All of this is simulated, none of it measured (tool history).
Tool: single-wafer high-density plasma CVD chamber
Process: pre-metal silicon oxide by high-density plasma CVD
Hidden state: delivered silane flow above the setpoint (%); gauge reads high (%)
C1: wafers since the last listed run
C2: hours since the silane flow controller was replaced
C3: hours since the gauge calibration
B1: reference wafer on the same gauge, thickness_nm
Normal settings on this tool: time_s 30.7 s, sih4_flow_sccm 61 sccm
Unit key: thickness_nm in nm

{"run": 1, "hour": 0.0, "time_s": 28.3, "sih4_flow_sccm": 67, "C1": 0, "C2": 1516.6, "C3": 214.3, "B1": 170.921, "thickness_nm": 197.797}
{"run": 2, "hour": 91.1, "time_s": 30.7, "sih4_flow_sccm": 57, "C1": 2699, "C2": 1607.7, "C3": 305.4, "B1": 171.025, "thickness_nm": 182.788}
{"run": 3, "hour": 168.4, "time_s": 30.7, "sih4_flow_sccm": 57, "C1": 2290, "C2": 1685.0, "C3": 382.7, "B1": 171.042, "thickness_nm": 183.339}
{"run": 4, "hour": 222.3, "time_s": 30.7, "sih4_flow_sccm": 61, "C1": 1597, "C2": 1738.9, "C3": 436.6, "B1": 170.919, "thickness_nm": 195.572}
{"run": 5, "hour": 259.9, "time_s": 30.7, "sih4_flow_sccm": 61, "C1": 1114, "C2": 1776.5, "C3": 474.2, "B1": 170.876, "thickness_nm": 195.95}
{"run": 6, "hour": 360.9, "time_s": 30.7, "sih4_flow_sccm": 61, "C1": 2992, "C2": 1877.5, "C3": 575.2, "B1": 170.992, "thickness_nm": 196.423}
{"run": 7, "hour": 434.9, "time_s": 30.7, "sih4_flow_sccm": 70, "C1": 2192, "C2": 1951.5, "C3": 649.2, "B1": 170.941, "thickness_nm": 225.978}
{"run": 8, "hour": 485.9, "time_s": 30.7, "sih4_flow_sccm": 70, "C1": 1511, "C2": 2002.5, "C3": 700.2, "B1": 171.002, "thickness_nm": 226.308}
{"run": 9, "hour": 540.4, "time_s": 30.7, "sih4_flow_sccm": 70, "C1": 1614, "C2": 2057.0, "C3": 754.7, "B1": 171.066, "thickness_nm": 227.002}
{"run": 10, "hour": 643.4, "time_s": 34.3, "sih4_flow_sccm": 64, "C1": 3051, "C2": 2160.0, "C3": 857.7, "B1": 171.006, "thickness_nm": 232.05}
{"run": 11, "hour": 745.0, "time_s": 34.3, "sih4_flow_sccm": 64, "C1": 3010, "C2": 2261.6, "C3": 959.3, "B1": 171.131, "thickness_nm": 232.937}
{"run": 12, "hour": 833.8, "time_s": 34.3, "sih4_flow_sccm": 64, "C1": 2631, "C2": 2350.4, "C3": 1048.1, "B1": 171.009, "thickness_nm": 231.993}
{"hour": 870.1, "done": "gauge calibrated"}
{"run": 13, "hour": 918.9, "time_s": 30.7, "sih4_flow_sccm": 61, "C1": 2521, "C2": 2435.5, "C3": 48.8, "B1": 171.066, "thickness_nm": 199.09}
{"hour": 959.5, "done": "silane flow controller replaced"}
{"run": 14, "hour": 1012.5, "time_s": 36.2, "sih4_flow_sccm": 61, "C1": 2536, "C2": 53.0, "C3": 142.4, "B1": 171.009, "thickness_nm": 240.952}
{"run": 15, "hour": 1064.7, "time_s": 34.0, "sih4_flow_sccm": 52, "C1": 1546, "C2": 105.2, "C3": 194.6, "B1": 170.965, "thickness_nm": 193.264}
{"run": 16, "hour": 1140.3, "time_s": 33.3, "sih4_flow_sccm": 51, "C1": 2240, "C2": 180.8, "C3": 270.2, "B1": 170.945, "thickness_nm": 185.598}
{"run": 17, "hour": 1216.1, "time_s": 26.7, "sih4_flow_sccm": 50, "C1": 2245, "C2": 256.6, "C3": 346.0, "B1": 170.986, "thickness_nm": 146.122}
{"hour": 1315.7, "done": "silane flow controller replaced, repeated, since the last time left the tool worse"}
{"run": 18, "hour": 1339.7, "time_s": 30.7, "sih4_flow_sccm": 67, "C1": 3425, "C2": 24.0, "C3": 469.6, "B1": 170.929, "thickness_nm": 213.233}
{"run": 19, "hour": 1427.0, "time_s": 30.7, "sih4_flow_sccm": 70, "C1": 2586, "C2": 111.3, "C3": 556.9, "B1": 170.986, "thickness_nm": 222.982}
{"run": 20, "hour": 1484.6, "time_s": 34.7, "sih4_flow_sccm": 66, "C1": 1706, "C2": 168.9, "C3": 614.5, "B1": 170.912, "thickness_nm": 237.905}
{"run": 21, "hour": 1545.6, "time_s": 30.7, "sih4_flow_sccm": 70, "C1": 1807, "C2": 229.9, "C3": 675.5, "B1": 170.996, "thickness_nm": 223.031}
{"run": 22, "hour": 1720.6, "time_s": 34.3, "sih4_flow_sccm": 64, "C1": 5185, "C2": 404.9, "C3": 850.5, "B1": 171.035, "thickness_nm": 228.034}
{"hour": 1769.3, "done": "gauge calibrated"}
{"run": 23, "hour": 1783.4, "time_s": 30.7, "sih4_flow_sccm": 50, "C1": 1860, "C2": 467.7, "C3": 14.1, "B1": 170.936, "thickness_nm": 159.731}
{"run": 24, "hour": 1862.9, "time_s": 27.0, "sih4_flow_sccm": 61, "C1": 2355, "C2": 547.2, "C3": 93.6, "B1": 171.037, "thickness_nm": 171.04}

5 ways to go on from here, each from the tool as it stands after run 24. What would each give?
{"run": "A", "hour": 1863.3, "time_s": 30.7, "sih4_flow_sccm": 61, "C1": 11, "C2": 547.6, "C3": 94.0, "B1": "?", "thickness_nm": "?"}
{"run": "B", "hour": 1863.3, "time_s": 34.5, "sih4_flow_sccm": 49, "C1": 11, "C2": 547.6, "C3": 94.0, "B1": "?", "thickness_nm": "?"}
{"run": "C", "hour": 1863.3, "time_s": 25.4, "sih4_flow_sccm": 49, "C1": 11, "C2": 547.6, "C3": 94.0, "B1": "?", "thickness_nm": "?"}
{"run": "D", "hour": 1863.3, "time_s": 34.8, "sih4_flow_sccm": 55, "C1": 11, "C2": 547.6, "C3": 94.0, "B1": "?", "thickness_nm": "?"}
{"run": "E", "hour": 1863.3, "time_s": 27.2, "sih4_flow_sccm": 61, "C1": 11, "C2": 547.6, "C3": 94.0, "B1": "?", "thickness_nm": "?"}

run=A B1=170.917 thickness_nm=193.840
run=B B1=170.917 thickness_nm=174.981
run=C B1=170.917 thickness_nm=128.827
run=D B1=170.917 thickness_nm=198.115
run=E B1=170.917 thickness_nm=171.741
The same runs, with their run-to-run variation unchanged, on a tool lacking any hidden condition would have given:
run=A thickness_nm=193.208
run=B thickness_nm=174.410
run=C thickness_nm=128.406
run=D thickness_nm=197.469
run=E thickness_nm=171.181
